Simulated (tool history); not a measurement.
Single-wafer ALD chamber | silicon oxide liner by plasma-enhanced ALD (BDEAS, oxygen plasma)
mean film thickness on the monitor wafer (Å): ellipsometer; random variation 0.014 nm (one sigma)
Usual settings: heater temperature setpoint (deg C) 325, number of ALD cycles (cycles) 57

| run | hour | heater temperature setpoint (deg C) | number of ALD cycles (cycles) | read-back reference wafer on the same gauge, thickness_nm | mean film thickness on the monitor wafer (Å) |
|---|---|---|---|---|---|
| 1 | 0 | 325 | 57 | 6.12 | 56.41 |
| 2 | 53.8 | 325 | 62 | 6.122 | 60.98 |
| 3 | 116.1 | 325 | 62 | 6.121 | 61.08 |
| 4 | 185.9 | 325 | 62 | 6.123 | 60.97 |
| 5 | 236.5 | 325 | 53 | 6.12 | 52.04 |
| 6 | 268 | 325 | 53 | 6.118 | 52.32 |
| 7 | 311.7 | 325 | 53 | 6.123 | 52.1 |
| 8 | 340.7 | 325 | 48 | 6.12 | 47.36 |
| 9 | 369.8 | 325 | 48 | 6.12 | 47.35 |
| 10 | 435 | 325 | 48 | 6.119 | 47.31 |
| 11 | 464.5 | 329 | 57 | 6.124 | 55.68 |
| 12 | 514.7 | 329 | 57 | 6.117 | 55.88 |
| 13 | 566.3 | 329 | 57 | 6.121 | 56.03 |
| 14 | 628.7 | 325 | 57 | 6.121 | 56.27 |
| 15 | 666.8 | 325 | 57 | 6.122 | 56.25 |
| 16 | 692.9 | 325 | 57 | 6.121 | 56.2 |
| 17 | 754.5 | 325 | 57 | 6.119 | 56.37 |
| 18 | 918.3 | 325 | 57 | 6.116 | 56.2 |
| 19 | 957 | 325 | 57 | 6.118 | 56.1 |
| 20 | 1002.4 | 325 | 57 | 6.121 | 56.09 |
| 21 | 1158 | 325 | 57 | 6.123 | 56.03 |
| 22 | 1222.1 | 325 | 57 | 6.121 | 56.39 |
| 23 | 1256.8 | 314 | 57 | 6.117 | 57.13 |
| 24 | 1310.2 | 331 | 47 | 6.119 | 45.93 |
| 25 | 1358.1 | 340 | 52 | 6.121 | 50.2 |
| 26 | 1426.5 | 325 | 57 | 6.118 | 56.19 |
| 27 | 1460.8 | 325 | 57 | 6.121 | 56.27 |
| 28 | 1530.5 | 331 | 57 | 6.118 | 55.79 |
| 29 | 1602 | 320 | 47 | 6.119 | 46.71 |
| 30 | 1629.6 | 332 | 67 | 6.119 | 65.18 |
| 31 | 1758.7 | 337 | 46 | 6.117 | 44.64 |
| 32 | 1790.1 | 314 | 48 | 6.122 | 48.25 |
| 33 | 1854.9 | 311 | 47 | 6.121 | 47.11 |
| 34 | 1882 | 332 | 67 | 6.124 | 65.35 |
| 35 | 1929.3 | 325 | 57 | 6.12 | 56.32 |
| 36 | 2013.6 | 337 | 57 | 6.119 | 55.26 |
| 37 | 2075.3 | 339 | 51 | 6.12 | 49.53 |
| 38 | 2104.2 | 315 | 48 | 6.122 | 48.08 |
| 39 | 2137.6 | 325 | 57 | 6.121 | 56.16 |
| 40 | 2197.7 | 317 | 52 | 6.116 | 51.74 |
| 41 | 2267.1 | 332 | 61 | 6.119 | 59.57 |
| 42 | 2309.7 | 325 | 66 | 6.117 | 65.15 |
| 43 | 2347 | 318 | 46 | 6.119 | 45.84 |
| 44 | 2409.6 | 318 | 66 | 6.119 | 65.76 |

Not shown: 2 entries that the log had between the listed runs. Between which runs, and how does the tool's hidden state differ before and after?
Between runs 16 and 17: gauge calibrated (hour 746.2)
  no hidden state differs between the two runs
Between runs 25 and 26: thermocouple changed; heater temperature recalibrated (hour 1418.2)
  no hidden state differs between the two runs

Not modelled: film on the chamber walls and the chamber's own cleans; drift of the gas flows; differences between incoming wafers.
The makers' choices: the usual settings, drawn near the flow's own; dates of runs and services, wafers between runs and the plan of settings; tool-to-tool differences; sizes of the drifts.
